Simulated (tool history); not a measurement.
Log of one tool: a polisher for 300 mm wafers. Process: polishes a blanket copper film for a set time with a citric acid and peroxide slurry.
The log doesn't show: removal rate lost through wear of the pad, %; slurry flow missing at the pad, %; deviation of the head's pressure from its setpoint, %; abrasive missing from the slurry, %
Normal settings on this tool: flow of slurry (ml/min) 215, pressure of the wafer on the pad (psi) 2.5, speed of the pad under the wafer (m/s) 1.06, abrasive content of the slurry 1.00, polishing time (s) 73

| run | day | flow of slurry (ml/min) | pressure of the wafer on the pad (psi) | speed of the pad under the wafer (m/s) | abrasive content of the slurry | polishing time (s) | wafers since the last listed run | wafers polished on this pad | hours since the slurry nozzle was cleaned | hours since the head pressure was calibrated | hours since the slurry blender was calibrated | incoming thickness of the incoming film, nm | film removed (angstrom) |
|---|---|---|---|---|---|---|---|---|---|---|---|---|---|
| 1 | 0.000 | 215 | 2.5 | 1.06 | 1.00 | 73 | 0 | 118 | 244.0 | 464.2 | 230.7 | 642.3 | 1532 |
| 2 | 0.346 | 215 | 2.5 | 1.06 | 1.00 | 73 | 91 | 209 | 252.3 | 472.5 | 239.0 | 638.8 | 1567 |
| 3 | 0.767 | 215 | 2.5 | 1.06 | 1.00 | 73 | 110 | 320 | 262.4 | 482.6 | 249.1 | 650.8 | 1564 |
|  | 1.367 | slurry nozzle cleaned |
| 4 | 1.404 | 215 | 2.5 | 1.06 | 1.00 | 73 | 156 | 477 | 0.9 | 497.9 | 264.4 | 650.7 | 1643 |
| 5 | 2.142 | 215 | 2.5 | 1.06 | 1.00 | 73 | 194 | 671 | 18.6 | 515.6 | 282.1 | 639.4 | 1606 |
| 6 | 2.567 | 215 | 2.5 | 1.06 | 1.00 | 73 | 111 | 783 | 28.8 | 525.8 | 292.3 | 637.7 | 1597 |
| 7 | 3.196 | 270 | 2.0 | 1.06 | 1.00 | 73 | 165 | 949 | 43.9 | 540.9 | 307.4 | 632.9 | 1419 |
| 8 | 3.700 | 270 | 2.0 | 1.06 | 1.00 | 73 | 132 | 1081 | 56.0 | 553.0 | 319.5 | 635.7 | 1407 |
|  | 3.879 | worn pad replaced by a new one |
| 9 | 4.188 | 290 | 2.5 | 1.30 | 1.00 | 73 | 84 | 81 | 67.7 | 564.7 | 331.2 | 644.1 | 2081 |
|  | 4.404 | slurry blender recalibrated |
| 10 | 4.821 | 215 | 2.5 | 1.06 | 1.00 | 73 | 144 | 226 | 82.9 | 579.9 | 10.0 | 634.2 | 1665 |
| 11 | 5.458 | 215 | 2.5 | 1.06 | 0.75 | 73 | 167 | 394 | 98.2 | 595.2 | 25.3 | 636.4 | 1503 |
| 12 | 6.150 | 215 | 2.5 | 1.06 | 1.00 | 73 | 182 | 576 | 114.8 | 611.8 | 41.9 | 637.5 | 1627 |
| 13 | 6.638 | 215 | 3.4 | 1.06 | 1.00 | 73 | 128 | 704 | 126.5 | 623.5 | 53.6 | 651.2 | 2026 |
| 14 | 7.238 | 215 | 2.5 | 1.06 | 1.00 | 73 | 157 | 862 | 140.9 | 637.9 | 68.0 | 635.3 | 1626 |
|  | 7.754 | worn pad replaced by a new one |
| 15 | 7.775 | 215 | 2.0 | 1.06 | 1.00 | 73 | 97 | 5 | 153.8 | 650.8 | 80.9 | 637.4 | 1355 |
|  | 8.450 | head pressure recalibrated |
| 16 | 8.475 | 215 | 2.5 | 1.06 | 0.85 | 73 | 162 | 167 | 170.6 | 0.6 | 97.7 | 650.5 | 1578 |
| 17 | 9.121 | 215 | 2.5 | 1.06 | 1.00 | 73 | 170 | 337 | 186.1 | 16.1 | 113.2 | 642.2 | 1633 |
| 18 | 9.412 | 215 | 2.5 | 1.06 | 1.00 | 73 | 76 | 414 | 193.1 | 23.1 | 120.2 | 640.4 | 1604 |
| 19 | 9.950 | 215 | 2.5 | 1.06 | 1.00 | 73 | 141 | 556 | 206.0 | 36.0 | 133.1 | 644.9 | 1581 |
| 20 | 10.425 | 145 | 1.8 | 0.70 | 1.00 | 54 | 125 | 681 | 217.4 | 47.4 | 144.5 | 634.6 | 596 |
| 21 | 10.688 | 215 | 2.5 | 0.90 | 1.10 | 73 | 69 | 750 | 223.7 | 53.7 | 150.8 | 631.0 | 1382 |
| 22 | 11.100 | 255 | 3.3 | 0.70 | 1.00 | 64 | 108 | 858 | 233.6 | 63.6 | 160.7 | 635.7 | 1158 |
| 23 | 11.629 | 215 | 2.5 | 1.06 | 0.70 | 73 | 139 | 998 | 246.3 | 76.3 | 173.4 | 640.1 | 1474 |
|  | 12.167 | worn pad replaced by a new one |
| 24 | 12.346 | 215 | 2.5 | 1.06 | 1.00 | 73 | 144 | 47 | 263.5 | 93.5 | 190.6 | 643.1 | 1559 |
| 25 | 13.054 | 215 | 2.5 | 1.06 | 1.15 | 73 | 186 | 233 | 280.5 | 110.5 | 207.6 | 643.7 | 1588 |
|  | 13.700 | slurry nozzle cleaned |
| 26 | 13.767 | 215 | 2.5 | 1.06 | 1.00 | 73 | 176 | 410 | 1.6 | 127.6 | 224.7 | 650.2 | 1654 |
| 27 | 14.383 | 215 | 2.5 | 0.78 | 0.90 | 73 | 162 | 572 | 16.4 | 142.4 | 239.5 | 643.9 | 1197 |
| 28 | 14.725 | 195 | 3.1 | 0.88 | 1.00 | 73 | 89 | 662 | 24.6 | 150.6 | 247.7 | 645.5 | 1612 |
| 29 | 15.392 | 185 | 2.5 | 1.06 | 1.00 | 73 | 175 | 838 | 40.6 | 166.6 | 263.7 | 636.1 | 1625 |

Entry by entry between the runs, the difference in hidden state between the last listed run before and the first listed run after:
Runs 3 to 4: slurry nozzle cleaned (day 1.367)
  slurry flow missing at the pad, %: 40.2 -> 1.38
  measured result minus the result with no hidden state, film removed (angstrom): -73 -> -2
Runs 8 to 9: worn pad replaced by a new one (day 3.879)
  slurry flow missing at the pad, %: 3.14 -> 3.96
  measured result minus the result with no hidden state, film removed (angstrom): -4 -> -6
Runs 9 to 10: slurry blender recalibrated (day 4.404)
  slurry flow missing at the pad, %: 3.96 -> 5.24
  measured result minus the result with no hidden state, film removed (angstrom): -6 -> -7
Runs 14 to 15: worn pad replaced by a new one (day 7.754)
  slurry flow missing at the pad, %: 12.5 -> 14.7
  measured result minus the result with no hidden state, film removed (angstrom): -19 -> -18
Runs 15 to 16: head pressure recalibrated (day 8.450)
  slurry flow missing at the pad, %: 14.7 -> 17.7
  measured result minus the result with no hidden state, film removed (angstrom): -18 -> -26
Runs 23 to 24: worn pad replaced by a new one (day 12.167)
  slurry flow missing at the pad, %: 35.5 -> 40.4
  measured result minus the result with no hidden state, film removed (angstrom): -58 -> -73
Runs 25 to 26: slurry nozzle cleaned (day 13.700)
  slurry flow missing at the pad, %: 45.6 -> 1.3
  measured result minus the result with no hidden state, film removed (angstrom): -88 -> -2

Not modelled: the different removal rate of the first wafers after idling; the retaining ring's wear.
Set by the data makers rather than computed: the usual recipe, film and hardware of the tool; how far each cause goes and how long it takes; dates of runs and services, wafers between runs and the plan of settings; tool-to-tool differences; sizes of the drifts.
